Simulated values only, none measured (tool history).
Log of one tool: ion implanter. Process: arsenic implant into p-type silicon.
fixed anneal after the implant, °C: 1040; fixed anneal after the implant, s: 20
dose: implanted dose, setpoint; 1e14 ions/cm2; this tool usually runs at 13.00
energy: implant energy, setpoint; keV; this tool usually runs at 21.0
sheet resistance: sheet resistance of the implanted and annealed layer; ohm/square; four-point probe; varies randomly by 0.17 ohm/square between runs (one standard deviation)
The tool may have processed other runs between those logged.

run   hour   dose  energy  wafers since the last listed run  hours since the last dose calibration  hours since the extraction supply was calibrated  hours since the gauge calibration  read-back reference wafer on the same gauge, sheet resistance  sheet resistance
  1    0.0  13.00    21.0                                 0                                 1572.0                                            5753.3                              129.8                                                         130.80            114.47
  2    7.5  13.00    21.0                               169                                 1579.5                                            5760.8                              137.3                                                         130.95            114.59
  3   23.4  13.00    21.0                               358                                 1595.4                                            5776.7                              153.2                                                         131.04            114.48
  4   39.5  13.00    23.0                               363                                 1611.5                                            5792.8                              169.3                                                         131.01            112.90
  5   53.8  13.00    21.0                               322                                 1625.8                                            5807.1                              183.6                                                         131.20            114.39
  6   67.8  13.00    21.0                               316                                 1639.8                                            5821.1                              197.6                                                         131.26            114.71
  7   85.3  13.00    21.0                               395                                 1657.3                                            5838.6                              215.1                                                         131.36            115.07
      89.0  -- gauge calibrated
  8   96.3  13.00    21.0                               248                                 1668.3                                            5849.6                                7.3                                                         129.76            113.31
     107.0  -- extraction supply calibrated
  9  107.5  13.00    21.0                                72                                 1679.5                                               0.5                               18.5                                                         129.81            113.54
 10  112.4  13.00    21.0                               110                                 1684.4                                               5.4                               23.4                                                         129.87            113.38
     126.6  -- Faraday cup replaced and dose calibrated
 11  127.1  14.74    14.0                               151                                    0.5                                              20.1                               38.1                                                         129.99            113.10
 12  140.1   9.70    15.0                               293                                   13.5                                              33.1                               51.1                                                         130.10            140.47
 13  156.3  13.00    15.5                               365                                   29.7                                              49.3                               67.3                                                         130.03            118.79
 14  171.6  13.00    21.0                               345                                   45.0                                              64.6                               82.6                                                         130.20            113.96
 15  185.4  13.00    27.0                               311                                   58.8                                              78.4                               96.4                                                         130.25            109.40
 16  200.4  16.28    18.0                               338                                   73.8                                              93.4                              111.4                                                         130.31            105.36
 17  215.0   9.59    21.0                               329                                   88.4                                             108.0                              126.0                                                         130.41            136.81
 18  230.1  13.00    21.0                               340                                  103.5                                             123.1                              141.1                                                         130.58            114.12

3 options for the next run, each taken on its own from the tool as it stands now. Forecast them:
  A  230.5  13.00    24.0                                 9                                  103.9                                             123.5                              141.5                                                              ?                 ?
  B  230.5  16.21    26.5                                 9                                  103.9                                             123.5                              141.5                                                              ?                 ?
  C  230.5   9.71    28.0                                 9                                  103.9                                             123.5                              141.5                                                              ?                 ?

run  read-back reference wafer on the same gauge, sheet resistance  sheet resistance
  A                                                         130.52            111.59
  B                                                         130.52             98.22
  C                                                         130.52            129.96
With no hidden state in the tool, these same runs would have given:
run  sheet resistance
  A            111.17
  B             97.85
  C            129.47
